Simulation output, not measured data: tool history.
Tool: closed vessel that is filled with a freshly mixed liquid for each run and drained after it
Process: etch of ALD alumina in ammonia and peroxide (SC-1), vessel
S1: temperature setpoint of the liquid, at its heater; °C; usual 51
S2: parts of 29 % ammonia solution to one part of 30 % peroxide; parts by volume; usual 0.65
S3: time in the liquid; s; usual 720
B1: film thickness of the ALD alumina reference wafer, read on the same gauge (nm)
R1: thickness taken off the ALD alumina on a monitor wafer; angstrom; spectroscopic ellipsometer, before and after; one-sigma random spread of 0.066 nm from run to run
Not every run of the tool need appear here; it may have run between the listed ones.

run   hour    S1    S2    S3      B1     R1
  1      0    51  0.65   720  150.01    267
  2   39.7    53  0.65   720  149.99  297.1
  3  122.3    51  0.65   720  150.01  265.3
  4  225.5    51  0.65   720  150.01  264.4
  5  398.7    51  0.65   720  149.98  263.1
     438.8  -- thermometer replaced
  6  505.7    51  0.65   720  150.01  269.7
  7  548.7    46  0.65   720     150    204
  8  649.8    43   0.9  1025  150.03  250.9
     674.2  -- new drum of ammonia solution connected
  9  742.4  46.5  0.75   720  150.01  211.8
     754.4  -- gauge calibrated
 10    831    60  0.55   515  150.02  303.4
     892.8  -- ammonia flow meter replaced
 11  896.4    51  0.65   720     150  270.6
 12    973    44   0.5   320  149.98   78.7

Estimate the outcome of run 13 from the log above:
 13  1025  51  0.4  720   ?   ?

{"run 13": {"B1": 150.01, "R1": 256.1}}
If the tool had no hidden condition, the same run with the same run-to-run variation would have returned R1 259.6 angstrom.
